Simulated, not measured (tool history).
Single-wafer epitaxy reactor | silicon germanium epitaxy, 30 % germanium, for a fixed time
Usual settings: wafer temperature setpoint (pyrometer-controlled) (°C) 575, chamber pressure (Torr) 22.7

run	day	wafer temperature setpoint (pyrometer-controlled) (°C)	chamber pressure (Torr)	wafers since the last listed run	hours since the last pyrometer calibration	hours since the last manometer calibration	hours since the showerhead was replaced	hours since the gauge calibration	read-back reference wafer on the same gauge, thickness_nm	mean film thickness on the monitor wafer (angstrom)
1	0.000	563	22.7	0	769.2	341.4	2376.1	147.4	42.605	278.82
2	2.879	575	22.7	1625	838.3	410.5	2445.2	216.5	42.567	363.95
3	6.500	575	22.7	2044	925.2	497.4	2532.1	303.4	42.579	365.54
4	8.900	575	22.7	1355	982.8	555.0	2589.7	361.0	42.620	364.58
5	12.208	575	22.7	1867	1062.2	634.4	2669.1	440.4	42.651	363.99
# day 12.771: pyrometer calibrated
6	16.338	575	22.7	2143	85.6	733.5	2768.2	539.5	42.640	372.52
7	20.338	575	22.7	2258	181.6	829.5	2864.2	635.5	42.636	372.38
8	24.671	575	22.7	2446	285.6	933.5	2968.2	739.5	42.638	370.60
9	27.946	575	22.7	1849	364.2	1012.1	3046.8	818.1	42.631	368.11
10	31.354	575	22.7	1924	446.0	1093.9	3128.6	899.9	42.598	368.78
11	40.517	572	22.7	5173	665.9	1313.8	3348.5	1119.8	42.620	344.31
# day 41.296: capacitance manometer re-zeroed and calibrated
# day 42.396: showerhead replaced, of another model than before
12	43.608	575	22.7	1369	740.1	55.5	29.1	1194.0	42.590	364.12
13	46.504	575	22.7	1635	809.6	125.0	98.6	1263.5	42.587	366.29
14	49.662	575	22.7	1783	885.4	200.8	174.4	1339.3	42.562	364.66
15	52.562	580	22.7	1637	955.0	270.4	244.0	1408.9	42.584	407.99
16	54.488	580	22.7	1086	1001.2	316.6	290.2	1455.1	42.634	407.78
17	56.175	575	22.7	952	1041.7	357.1	330.7	1495.6	42.603	364.81
# day 58.238: pyrometer calibrated
18	58.258	564	18.2	988	0.5	407.1	380.7	1545.6	42.586	284.24
19	60.454	581	17.3	1239	53.2	459.8	433.4	1598.3	42.684	405.81
20	64.750	563	20.1	2425	156.3	562.9	536.5	1701.4	42.625	277.33
21	67.062	571	20.6	1305	211.8	618.4	592.0	1756.9	42.635	332.57
# day 68.079: gauge calibrated
22	70.046	563	22.7	1684	283.4	690.0	663.6	47.2	42.576	280.24
23	83.204	575	22.7	7429	599.2	1005.8	979.4	363.0	42.575	365.58
24	86.371	575	26.0	1787	675.2	1081.8	1055.4	439.0	42.607	373.88
# day 95.950: pyrometer calibrated
# day 97.292: capacitance manometer re-zeroed and calibrated
25	97.629	585	22.7	5980	40.3	8.1	1325.6	709.2	42.575	464.82
26	101.358	589	22.7	2105	129.8	97.6	1415.1	798.7	42.599	504.39
27	104.517	587	27.0	1783	205.6	173.4	1490.9	874.5	42.638	497.21
28	115.642	563	26.6	6281	472.6	440.4	1757.9	1141.5	42.523	288.06
29	118.692	575	22.7	1722	545.8	513.6	1831.1	1214.7	42.646	366.88
30	122.258	567	17.3	2013	631.4	599.2	1916.7	1300.3	42.633	292.84
31	125.338	567	17.3	1738	705.3	673.1	1990.6	1374.2	42.580	292.62
32	128.804	575	22.7	1957	788.5	756.3	2073.8	1457.4	42.638	367.15
33	132.792	575	20.7	2251	884.2	852.0	2169.5	1553.1	42.543	358.88
# day 134.704: gauge calibrated
34	135.146	575	22.7	1329	940.7	908.5	2226.0	10.6	42.571	363.94
35	138.596	575	26.0	1947	1023.5	991.3	2308.8	93.4	42.609	375.44

What the log doesn't show, run by run:
true pressure above the setpoint (%): 0 in every run
gauge reads high (%): 0 in every run
H1: wafer temperature above the value expected at the setpoint (K)
run	H1
1	-1.05
2	-1.07
3	-1.1
4	-1.11
5	-1.13
6	-0.0883
7	-0.339
8	-0.544
9	-0.662
10	-0.76
11	-0.933
12	-0.971
13	-1
14	-1.03
15	-1.04
16	-1.05
17	-1.06
18	0.0648
19	-0.122
20	-0.415
21	-0.54
22	-0.675
23	-1.03
24	-1.07
25	0.128
26	-0.141
27	-0.321
28	-0.716
29	-0.781
30	-0.841
31	-0.883
32	-0.92
33	-0.954
34	-0.969
35	-0.988
